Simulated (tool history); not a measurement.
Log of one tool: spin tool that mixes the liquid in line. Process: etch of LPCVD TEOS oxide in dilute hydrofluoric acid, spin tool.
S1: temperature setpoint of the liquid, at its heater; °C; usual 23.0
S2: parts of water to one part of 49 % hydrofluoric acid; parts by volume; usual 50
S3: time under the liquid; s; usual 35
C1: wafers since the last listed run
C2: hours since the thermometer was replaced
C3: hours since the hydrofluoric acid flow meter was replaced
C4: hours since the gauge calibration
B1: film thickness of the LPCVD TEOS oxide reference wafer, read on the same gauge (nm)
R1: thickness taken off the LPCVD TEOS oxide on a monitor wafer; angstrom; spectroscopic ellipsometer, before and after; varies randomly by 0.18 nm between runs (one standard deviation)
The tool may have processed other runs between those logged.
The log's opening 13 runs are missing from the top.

Run 14, hour 1169.1: usual settings but S1 21.5 °C, S2 35 parts by volume; C1 938; C2 678.5; C3 2632.6; C4 1377.8; B1 29.97. Result: R1 342.7 angstrom.
At hour 1220.7: hydrofluoric acid flow meter replaced.
Run 15, hour 1238.9: usual settings but S1 27.5 °C, S2 75 parts by volume, S3 25 s; C1 698; C2 748.3; C3 18.2; C4 1447.6; B1 30.00. Result: R1 139.6 angstrom.
Run 16, hour 1326.4: usual settings; C1 887; C2 835.8; C3 105.7; C4 1535.1; B1 29.99. Result: R1 254.3 angstrom.
Run 17, hour 1366.6: usual settings; C1 407; C2 876.0; C3 145.9; C4 1575.3; B1 29.98. Result: R1 253.4 angstrom.
Run 18, hour 1418.5: usual settings but S1 18.0 °C; C1 526; C2 927.9; C3 197.8; C4 1627.2; B1 29.99. Result: R1 207.2 angstrom.
At hour 1435.5: thermometer replaced.
Run 19, hour 1470.2: usual settings but S1 20.0 °C; C1 514; C2 34.7; C3 249.5; C4 1678.9; B1 30.00. Result: R1 208.2 angstrom.
Run 20, hour 1557.6: usual settings but S1 26.5 °C, S2 25 parts by volume, S3 50 s; C1 886; C2 122.1; C3 336.9; C4 1766.3; B1 30.03. Result: R1 825.7 angstrom.
Run 21, hour 1649.6: usual settings but S1 25.5 °C, S2 30 parts by volume, S3 20 s; C1 933; C2 214.1; C3 428.9; C4 1858.3; B1 29.99. Result: R1 259.2 angstrom.
Run 22, hour 1752.8: usual settings but S2 35 parts by volume; C1 1047; C2 317.3; C3 532.1; C4 1961.5; B1 29.97. Result: R1 350.3 angstrom.
Run 23, hour 1826.5: usual settings but S1 21.0 °C, S2 70 parts by volume, S3 25 s; C1 747; C2 391.0; C3 605.8; C4 2035.2; B1 30.00. Result: R1 110.8 angstrom.
Run 24, hour 1913.7: usual settings but S1 19.5 °C, S3 50 s; C1 884; C2 478.2; C3 693.0; C4 2122.4; B1 29.97. Result: R1 303.6 angstrom.
At hour 1949.4: gauge calibrated.
Run 25, hour 1997.5: usual settings; C1 850; C2 562.0; C3 776.8; C4 48.1; B1 30.00. Result: R1 241.2 angstrom.
Run 26, hour 2057.7: usual settings but S1 25.0 °C, S2 35 parts by volume, S3 30 s; C1 610; C2 622.2; C3 837.0; C4 108.3; B1 30.01. Result: R1 334.9 angstrom.
Run 27, hour 2095.0: usual settings but S1 25.5 °C; C1 378; C2 659.5; C3 874.3; C4 145.6; B1 30.00. Result: R1 278.1 angstrom.
Run 28, hour 2375.0: usual settings; C1 2841; C2 939.5; C3 1154.3; C4 425.6; B1 30.02. Result: R1 255.5 angstrom.
At hour 2564.0: thermometer replaced.
Run 29, hour 2596.4: usual settings; C1 2236; C2 32.4; C3 1375.7; C4 647.0; B1 29.99. Result: R1 240.6 angstrom.
Run 30, hour 2638.1: usual settings but S2 75 parts by volume, S3 45 s; C1 423; C2 74.1; C3 1417.4; C4 688.7; B1 30.01. Result: R1 197.8 angstrom.
Run 31, hour 2886.3: usual settings but S2 60 parts by volume, S3 25 s; C1 2518; C2 322.3; C3 1665.6; C4 936.9; B1 30.00. Result: R1 144.1 angstrom.
Run 32, hour 2943.2: usual settings but S2 55 parts by volume; C1 577; C2 379.2; C3 1722.5; C4 993.8; B1 30.01. Result: R1 222.9 angstrom.
Run 33, hour 2983.7: usual settings but S1 27.0 °C, S2 25 parts by volume; C1 410; C2 419.7; C3 1763.0; C4 1034.3; B1 30.01. Result: R1 599.7 angstrom.

Each row is a separate what-if for the run after 33, all from the same tool condition, not one after another. Results?
Run A, hour 2984.1: usual settings but S3 25 s; C1 4; C2 420.1; C3 1763.4; C4 1034.7; B1 ?. Result: R1 ?.
Run B, hour 2984.1: usual settings but S1 24.5 °C, S3 45 s; C1 4; C2 420.1; C3 1763.4; C4 1034.7; B1 ?. Result: R1 ?.
Run C, hour 2984.1: usual settings but S1 21.0 °C, S2 70 parts by volume; C1 4; C2 420.1; C3 1763.4; C4 1034.7; B1 ?. Result: R1 ?.
Run D, hour 2984.1: usual settings but S1 26.0 °C, S2 30 parts by volume, S3 40 s; C1 4; C2 420.1; C3 1763.4; C4 1034.7; B1 ?. Result: R1 ?.

run     B1     R1
  A  29.97  172.7
  B  29.97  330.6
  C  29.97  155.1
  D  29.97  535.6
With no hidden state in the tool, these same runs would have given:
run     R1
  A  166.6
  B  318.9
  C  149.5
  D  516.6
